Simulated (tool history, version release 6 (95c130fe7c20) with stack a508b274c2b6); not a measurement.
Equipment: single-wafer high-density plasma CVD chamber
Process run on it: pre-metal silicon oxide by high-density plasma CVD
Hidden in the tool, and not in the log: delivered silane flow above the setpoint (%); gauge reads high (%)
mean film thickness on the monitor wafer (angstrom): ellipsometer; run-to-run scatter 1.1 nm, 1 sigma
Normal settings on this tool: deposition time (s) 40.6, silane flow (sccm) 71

| run | hour | deposition time (s) | silane flow (sccm) | wafers since the last listed run | hours since the silane flow controller was replaced | hours since the gauge calibration | read-back reference wafer on the same gauge, thickness_nm | mean film thickness on the monitor wafer (angstrom) |
|---|---|---|---|---|---|---|---|---|
| 1 | 0 | 38.3 | 71 | 0 | 2460.4 | 390 | 257.042 | 2499.57 |
| 2 | 101.9 | 38.3 | 71 | 1152 | 2562.3 | 491.9 | 257.114 | 2512.16 |
| 3 | 157.9 | 38.3 | 71 | 633 | 2618.3 | 547.9 | 257.13 | 2500.4 |
| 4 | 265.5 | 44.3 | 77 | 1216 | 2725.9 | 655.5 | 256.811 | 3136.85 |
| 5 | 309.6 | 44.3 | 77 | 498 | 2770 | 699.6 | 256.974 | 3118.94 |
| 6 | 352.1 | 44.3 | 77 | 480 | 2812.5 | 742.1 | 256.935 | 3130.07 |
| 7 | 409.2 | 40.6 | 71 | 645 | 2869.6 | 799.2 | 257.059 | 2646.09 |
| 8 | 455.6 | 40.6 | 71 | 524 | 2916 | 845.6 | 257.114 | 2643.4 |
| 9 | 498 | 45.1 | 75 | 479 | 2958.4 | 888 | 257.044 | 3097.64 |
| 10 | 556.8 | 37.8 | 77 | 664 | 3017.2 | 946.8 | 257.066 | 2677.07 |
| 11 | 629.4 | 48.5 | 60 | 821 | 3089.8 | 1019.4 | 256.883 | 2671.35 |
| 12 | 670.7 | 40.6 | 60 | 467 | 3131.1 | 1060.7 | 257.088 | 2236.27 |
|  | 687.4 | gauge calibrated |
|  | 707.2 | silane flow controller replaced |
| 13 | 765.6 | 47.8 | 71 | 982 | 58.4 | 78.2 | 257.03 | 3346.7 |
| 14 | 862.7 | 40.6 | 71 | 1098 | 155.5 | 175.3 | 257.093 | 2843.47 |
| 15 | 923.7 | 32.8 | 61 | 689 | 216.5 | 236.3 | 256.989 | 1964.1 |
| 16 | 1017.9 | 40.6 | 71 | 1065 | 310.7 | 330.5 | 257.09 | 2800.01 |

Describe how what the log doesn't record of the tool's condition differs between the last listed run preceding each entry between runs and the first listed run following it.
Logged between run 12 and run 13: gauge calibrated (hour 687.4); silane flow controller replaced (hour 707.2)
  delivered silane flow above the setpoint (%): -6.67 -> 0.453
  difference, measured minus the result without the unlogged condition, mean film thickness on the monitor wafer (angstrom): -159.9 -> +15.08

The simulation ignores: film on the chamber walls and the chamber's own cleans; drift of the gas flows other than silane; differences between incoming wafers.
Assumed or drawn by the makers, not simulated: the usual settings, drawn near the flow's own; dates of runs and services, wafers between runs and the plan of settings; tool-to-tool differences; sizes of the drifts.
